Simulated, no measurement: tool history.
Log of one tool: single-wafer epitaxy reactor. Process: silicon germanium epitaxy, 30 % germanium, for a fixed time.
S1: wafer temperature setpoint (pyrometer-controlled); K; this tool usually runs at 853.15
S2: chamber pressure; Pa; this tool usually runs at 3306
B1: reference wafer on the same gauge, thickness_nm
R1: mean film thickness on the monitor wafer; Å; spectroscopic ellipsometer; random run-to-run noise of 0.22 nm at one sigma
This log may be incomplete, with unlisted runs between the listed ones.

run     day      S1    S2      B1      R1
  1   0.000  853.15  3306  42.992  403.63
  2   1.929  853.15  3306  42.845  405.40
  3   6.238  853.15  3306  42.936  406.25
  4   7.954  853.15  3306  42.877  404.37
  5  10.325  853.15  3893  42.966  433.71
  6  14.721  842.15  3306  42.919  316.11
  7  18.562  842.15  3306  42.964  313.32
  8  22.625  847.15  3306  42.878  350.97
  9  26.275  862.15  2973  42.906  468.28
     28.546  -- gauge calibrated
 10  28.862  862.15  2973  42.871  463.75
 11  32.712  862.15  2973  42.969  466.56
 12  36.096  842.15  3653  42.902  320.61
 13  40.571  842.15  2813  42.977  290.80
     44.417  -- showerhead replaced
 14  47.633  863.15  2920  42.915  463.80
     51.342  -- pyrometer calibrated
 15  52.596  841.15  2960  42.831  320.97
 16  56.908  867.15  3693  42.953  614.75
     59.000  -- capacitance manometer re-zeroed and calibrated
 17  68.854  841.15  3066  42.902  320.38
 18  70.929  853.15  3306  42.872  431.72
 19  73.562  853.15  2746  42.807  396.96
 20  76.762  853.15  3306  42.887  430.27
 21  79.879  849.15  2866  42.896  369.91
 22  83.488  853.15  3880  42.888  454.28
 23  86.071  853.15  3613  42.847  436.84

Predict each of these 3 candidate next runs independently; none follows another, all start after run 23:
  A  86.088  839.15  3306   ?   ?
  B  86.088  862.15  3946   ?   ?
  C  86.088  845.15  3960   ?   ?

run      B1      R1
  A  42.808  315.13
  B  42.808  562.20
  C  42.808  388.27
The same runs, with their run-to-run variation unchanged, on a tool lacking any hidden condition would have given:
run      R1
  A  323.84
  B  576.80
  C  398.83
